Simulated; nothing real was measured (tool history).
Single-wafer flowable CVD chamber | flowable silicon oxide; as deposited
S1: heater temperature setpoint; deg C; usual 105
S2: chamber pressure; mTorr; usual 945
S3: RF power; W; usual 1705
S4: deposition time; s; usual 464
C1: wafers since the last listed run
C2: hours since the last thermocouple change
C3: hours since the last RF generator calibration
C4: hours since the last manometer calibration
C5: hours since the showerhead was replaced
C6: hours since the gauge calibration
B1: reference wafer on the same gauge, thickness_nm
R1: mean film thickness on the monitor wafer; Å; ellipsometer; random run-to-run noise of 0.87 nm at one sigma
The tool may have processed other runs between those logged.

| run | hour | S1 | S2 | S3 | S4 | C1 | C2 | C3 | C4 | C5 | C6 | B1 | R1 |
|---|---|---|---|---|---|---|---|---|---|---|---|---|---|
| 1 | 0.0 | 105 | 945 | 1705 | 464 | 0 | 1811.5 | 507.6 | 2248.7 | 4736.1 | 131.2 | 317.182 | 2773.85 |
| 2 | 34.1 | 105 | 945 | 1705 | 464 | 106 | 1845.6 | 541.7 | 2282.8 | 4770.2 | 165.3 | 317.186 | 2780.10 |
| 3 | 46.7 | 105 | 945 | 1705 | 464 | 39 | 1858.2 | 554.3 | 2295.4 | 4782.8 | 177.9 | 316.851 | 2771.53 |
| 4 | 78.2 | 105 | 945 | 1705 | 464 | 98 | 1889.7 | 585.8 | 2326.9 | 4814.3 | 209.4 | 317.045 | 2761.03 |
| 5 | 109.8 | 105 | 945 | 1705 | 464 | 98 | 1921.3 | 617.4 | 2358.5 | 4845.9 | 241.0 | 316.966 | 2765.42 |
| 6 | 123.0 | 105 | 945 | 1705 | 464 | 41 | 1934.5 | 630.6 | 2371.7 | 4859.1 | 254.2 | 316.912 | 2760.72 |
| 7 | 155.0 | 105 | 945 | 1940 | 513 | 100 | 1966.5 | 662.6 | 2403.7 | 4891.1 | 286.2 | 316.784 | 3174.75 |
| 8 | 180.2 | 105 | 945 | 1940 | 513 | 78 | 1991.7 | 687.8 | 2428.9 | 4916.3 | 311.4 | 316.927 | 3181.42 |
|  | 208.1 | thermocouple changed; heater temperature recalibrated |
| 9 | 208.6 | 105 | 945 | 1940 | 513 | 63 | 0.5 | 716.2 | 2457.3 | 4944.7 | 339.8 | 317.058 | 3535.63 |
|  | 212.3 | gauge calibrated |
| 10 | 226.2 | 96 | 945 | 1570 | 464 | 55 | 18.1 | 733.8 | 2474.9 | 4962.3 | 13.9 | 317.152 | 3857.25 |
|  | 256.8 | capacitance manometer re-zeroed and calibrated |
|  | 261.9 | showerhead replaced |
| 11 | 262.4 | 96 | 945 | 1570 | 464 | 72 | 54.3 | 770.0 | 5.6 | 0.5 | 50.1 | 317.190 | 3829.66 |
| 12 | 279.6 | 116 | 945 | 1435 | 427 | 53 | 71.5 | 787.2 | 22.8 | 17.7 | 67.3 | 317.241 | 1901.46 |
|  | 292.4 | RF generator calibrated |
| 13 | 295.0 | 100 | 945 | 1835 | 552 | 23 | 86.9 | 2.6 | 38.2 | 33.1 | 82.7 | 316.998 | 4355.12 |
| 14 | 310.5 | 105 | 945 | 1705 | 464 | 48 | 102.4 | 18.1 | 53.7 | 48.6 | 98.2 | 317.108 | 3068.91 |
| 15 | 339.5 | 105 | 945 | 1705 | 464 | 90 | 131.4 | 47.1 | 82.7 | 77.6 | 127.2 | 317.018 | 3050.41 |
| 16 | 370.1 | 92 | 1017 | 1825 | 464 | 95 | 162.0 | 77.7 | 113.3 | 108.2 | 157.8 | 317.020 | 4901.26 |
| 17 | 401.7 | 105 | 779 | 1705 | 508 | 98 | 193.6 | 109.3 | 144.9 | 139.8 | 189.4 | 317.000 | 2723.65 |
| 18 | 471.4 | 105 | 817 | 1705 | 464 | 217 | 263.3 | 179.0 | 214.6 | 209.5 | 259.1 | 316.838 | 2596.13 |
| 19 | 533.8 | 105 | 717 | 1705 | 464 | 195 | 325.7 | 241.4 | 277.0 | 271.9 | 321.5 | 316.854 | 2247.24 |
| 20 | 549.2 | 105 | 945 | 1705 | 464 | 48 | 341.1 | 256.8 | 292.4 | 287.3 | 336.9 | 316.977 | 2959.26 |
| 21 | 577.5 | 94 | 945 | 1705 | 538 | 88 | 369.4 | 285.1 | 320.7 | 315.6 | 365.2 | 316.933 | 4737.57 |

The next listed run, before its measurement:
| 22 | 600.2 | 105 | 945 | 1705 | 464 | 70 | 392.1 | 307.8 | 343.4 | 338.3 | 387.9 | ? | ? |

B1: 316.892
R1: 2943.19 Å
Take away the tool's hidden state, keep the run-to-run variation as it was, and the same run would have given R1 3084.53 Å.
